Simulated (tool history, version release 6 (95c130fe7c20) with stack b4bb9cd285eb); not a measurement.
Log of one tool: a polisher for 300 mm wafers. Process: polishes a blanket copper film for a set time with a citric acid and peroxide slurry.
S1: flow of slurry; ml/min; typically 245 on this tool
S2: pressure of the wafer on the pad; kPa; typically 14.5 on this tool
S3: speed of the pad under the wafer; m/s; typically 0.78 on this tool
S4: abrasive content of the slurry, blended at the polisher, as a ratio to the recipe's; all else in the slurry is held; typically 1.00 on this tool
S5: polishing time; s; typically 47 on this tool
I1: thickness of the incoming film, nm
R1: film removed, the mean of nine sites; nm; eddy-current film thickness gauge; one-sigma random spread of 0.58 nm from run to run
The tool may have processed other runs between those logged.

{"run": 1, "hour": 0.0, "S1": 205, "S2": 14.5, "S3": 0.78, "S4": 1.0, "S5": 47, "I1": 644.9, "R1": 58.0}
{"run": 2, "hour": 55.8, "S1": 205, "S2": 14.5, "S3": 0.78, "S4": 1.0, "S5": 47, "I1": 641.5, "R1": 57.5}
{"run": 3, "hour": 108.6, "S1": 205, "S2": 14.5, "S3": 0.78, "S4": 1.0, "S5": 47, "I1": 642.4, "R1": 58.5}
{"hour": 140.3, "done": "slurry blender recalibrated"}
{"run": 4, "hour": 159.7, "S1": 245, "S2": 14.5, "S3": 0.78, "S4": 1.0, "S5": 47, "I1": 641.9, "R1": 59.1}
{"hour": 165.8, "done": "worn pad replaced by a new one"}
{"run": 5, "hour": 256.2, "S1": 245, "S2": 14.5, "S3": 0.78, "S4": 1.0, "S5": 47, "I1": 639.7, "R1": 59.8}
{"run": 6, "hour": 316.7, "S1": 220, "S2": 14.5, "S3": 0.78, "S4": 1.0, "S5": 47, "I1": 641.4, "R1": 58.6}
{"run": 7, "hour": 370.9, "S1": 220, "S2": 14.5, "S3": 0.78, "S4": 1.0, "S5": 47, "I1": 633.2, "R1": 57.7}
{"run": 8, "hour": 472.4, "S1": 220, "S2": 14.5, "S3": 0.78, "S4": 1.0, "S5": 47, "I1": 633.6, "R1": 58.8}
{"hour": 488.8, "done": "worn pad replaced by a new one"}
{"hour": 491.2, "done": "head pressure recalibrated"}
{"run": 9, "hour": 546.0, "S1": 245, "S2": 10.3, "S3": 0.78, "S4": 1.0, "S5": 47, "I1": 633.8, "R1": 44.9}
{"hour": 568.8, "done": "slurry blender recalibrated"}
{"run": 10, "hour": 637.3, "S1": 245, "S2": 10.3, "S3": 0.78, "S4": 1.0, "S5": 47, "I1": 630.6, "R1": 44.7}
{"hour": 676.3, "done": "slurry nozzle cleaned"}
{"run": 11, "hour": 721.6, "S1": 290, "S2": 14.5, "S3": 0.78, "S4": 1.0, "S5": 47, "I1": 641.5, "R1": 60.5}
{"hour": 799.9, "done": "worn pad replaced by a new one"}
{"run": 12, "hour": 822.6, "S1": 205, "S2": 14.5, "S3": 0.78, "S4": 1.0, "S5": 47, "I1": 642.4, "R1": 57.7}
{"run": 13, "hour": 868.5, "S1": 190, "S2": 14.5, "S3": 0.78, "S4": 1.1, "S5": 47, "I1": 639.1, "R1": 60.4}
{"run": 14, "hour": 951.2, "S1": 245, "S2": 14.5, "S3": 0.9, "S4": 1.0, "S5": 47, "I1": 642.2, "R1": 68.0}
{"hour": 1010.3, "done": "slurry blender recalibrated"}
{"run": 15, "hour": 1020.8, "S1": 245, "S2": 14.5, "S3": 0.78, "S4": 1.0, "S5": 47, "I1": 632.7, "R1": 59.0}
{"hour": 1062.9, "done": "worn pad replaced by a new one"}
{"run": 16, "hour": 1101.9, "S1": 220, "S2": 14.5, "S3": 0.78, "S4": 1.0, "S5": 47, "I1": 632.8, "R1": 58.0}

Run 17, settings as shown, results not yet in. Your forecast:
{"run": 17, "hour": 1155.4, "S1": 290, "S2": 13.1, "S3": 0.78, "S4": 1.25, "S5": 34, "I1": 637.1, "R1": "?"}

{"run 17": {"R1": 42.9}}
Were there no unlogged condition in the tool, this run, its random variation unchanged, would have produced R1 42.9 nm.
